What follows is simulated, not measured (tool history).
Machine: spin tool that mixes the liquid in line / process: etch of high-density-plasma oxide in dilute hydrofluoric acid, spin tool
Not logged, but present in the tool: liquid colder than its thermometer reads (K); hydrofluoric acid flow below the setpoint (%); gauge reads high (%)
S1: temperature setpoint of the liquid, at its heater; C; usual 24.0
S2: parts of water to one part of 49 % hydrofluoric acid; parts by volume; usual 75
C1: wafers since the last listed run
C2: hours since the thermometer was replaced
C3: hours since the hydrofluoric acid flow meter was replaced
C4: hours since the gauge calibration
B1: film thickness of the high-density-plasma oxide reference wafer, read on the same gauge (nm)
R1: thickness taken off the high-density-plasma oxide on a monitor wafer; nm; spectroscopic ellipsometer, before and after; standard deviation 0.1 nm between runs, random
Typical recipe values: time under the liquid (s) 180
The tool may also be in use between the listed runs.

{"run": 1, "hour": 0.0, "S1": 24.0, "S2": 75, "time under the liquid (s)": 180, "C1": 0, "C2": 578.6, "C3": 83.6, "C4": 296.4, "B1": 29.91, "R1": 12.52}
{"run": 2, "hour": 27.2, "S1": 24.0, "S2": 75, "time under the liquid (s)": 180, "C1": 146, "C2": 605.8, "C3": 110.8, "C4": 323.6, "B1": 29.94, "R1": 12.59}
{"run": 3, "hour": 51.9, "S1": 24.0, "S2": 75, "time under the liquid (s)": 180, "C1": 132, "C2": 630.5, "C3": 135.5, "C4": 348.3, "B1": 29.96, "R1": 12.42}
{"run": 4, "hour": 96.4, "S1": 24.0, "S2": 75, "time under the liquid (s)": 180, "C1": 239, "C2": 675.0, "C3": 180.0, "C4": 392.8, "B1": 30.0, "R1": 12.53}
{"run": 5, "hour": 129.5, "S1": 24.0, "S2": 75, "time under the liquid (s)": 180, "C1": 178, "C2": 708.1, "C3": 213.1, "C4": 425.9, "B1": 30.06, "R1": 12.57}
{"run": 6, "hour": 161.0, "S1": 24.0, "S2": 75, "time under the liquid (s)": 180, "C1": 169, "C2": 739.6, "C3": 244.6, "C4": 457.4, "B1": 30.07, "R1": 12.63}
{"run": 7, "hour": 195.3, "S1": 24.0, "S2": 75, "time under the liquid (s)": 180, "C1": 184, "C2": 773.9, "C3": 278.9, "C4": 491.7, "B1": 30.13, "R1": 12.57}
{"run": 8, "hour": 257.5, "S1": 24.0, "S2": 75, "time under the liquid (s)": 180, "C1": 334, "C2": 836.1, "C3": 341.1, "C4": 553.9, "B1": 30.19, "R1": 12.7}
{"run": 9, "hour": 286.1, "S1": 24.0, "S2": 75, "time under the liquid (s)": 180, "C1": 153, "C2": 864.7, "C3": 369.7, "C4": 582.5, "B1": 30.26, "R1": 12.49}
{"run": 10, "hour": 319.3, "S1": 24.0, "S2": 45, "time under the liquid (s)": 180, "C1": 178, "C2": 897.9, "C3": 402.9, "C4": 615.7, "B1": 30.29, "R1": 21.91}
{"run": 11, "hour": 343.3, "S1": 24.0, "S2": 75, "time under the liquid (s)": 180, "C1": 129, "C2": 921.9, "C3": 426.9, "C4": 639.7, "B1": 30.33, "R1": 12.69}
{"run": 12, "hour": 401.3, "S1": 24.0, "S2": 75, "time under the liquid (s)": 180, "C1": 311, "C2": 979.9, "C3": 484.9, "C4": 697.7, "B1": 30.45, "R1": 12.67}
{"hour": 460.4, "done": "thermometer replaced"}
{"run": 13, "hour": 462.3, "S1": 24.0, "S2": 75, "time under the liquid (s)": 180, "C1": 322, "C2": 1.9, "C3": 545.9, "C4": 758.7, "B1": 30.56, "R1": 12.74}
{"run": 14, "hour": 525.1, "S1": 22.0, "S2": 110, "time under the liquid (s)": 120, "C1": 337, "C2": 64.7, "C3": 608.7, "C4": 821.5, "B1": 30.69, "R1": 5.19}
{"hour": 590.4, "done": "hydrofluoric acid flow meter replaced"}
{"run": 15, "hour": 590.9, "S1": 24.0, "S2": 60, "time under the liquid (s)": 180, "C1": 348, "C2": 130.5, "C3": 0.5, "C4": 887.3, "B1": 30.86, "R1": 16.27}
{"run": 16, "hour": 640.9, "S1": 21.5, "S2": 50, "time under the liquid (s)": 180, "C1": 268, "C2": 180.5, "C3": 50.5, "C4": 937.3, "B1": 30.95, "R1": 18.1}
{"run": 17, "hour": 697.7, "S1": 24.0, "S2": 75, "time under the liquid (s)": 180, "C1": 305, "C2": 237.3, "C3": 107.3, "C4": 994.1, "B1": 31.09, "R1": 13.03}
{"hour": 721.3, "done": "gauge calibrated"}
{"run": 18, "hour": 760.3, "S1": 24.0, "S2": 75, "time under the liquid (s)": 140, "C1": 336, "C2": 299.9, "C3": 169.9, "C4": 39.0, "B1": 29.96, "R1": 9.63}
{"run": 19, "hour": 797.9, "S1": 25.5, "S2": 45, "time under the liquid (s)": 125, "C1": 202, "C2": 337.5, "C3": 207.5, "C4": 76.6, "B1": 29.97, "R1": 16.22}

Run 20, settings as shown, results not yet in. Your forecast:
{"run": 20, "hour": 829.9, "S1": 24.0, "S2": 75, "time under the liquid (s)": 145, "C1": 172, "C2": 369.5, "C3": 239.5, "C4": 108.6, "B1": "?", "R1": "?"}

{"run 20": {"B1": 29.96, "R1": 10.05}}
With the hidden condition absent and the run-to-run variation left alone, this run would have shown R1 10.06 nm.
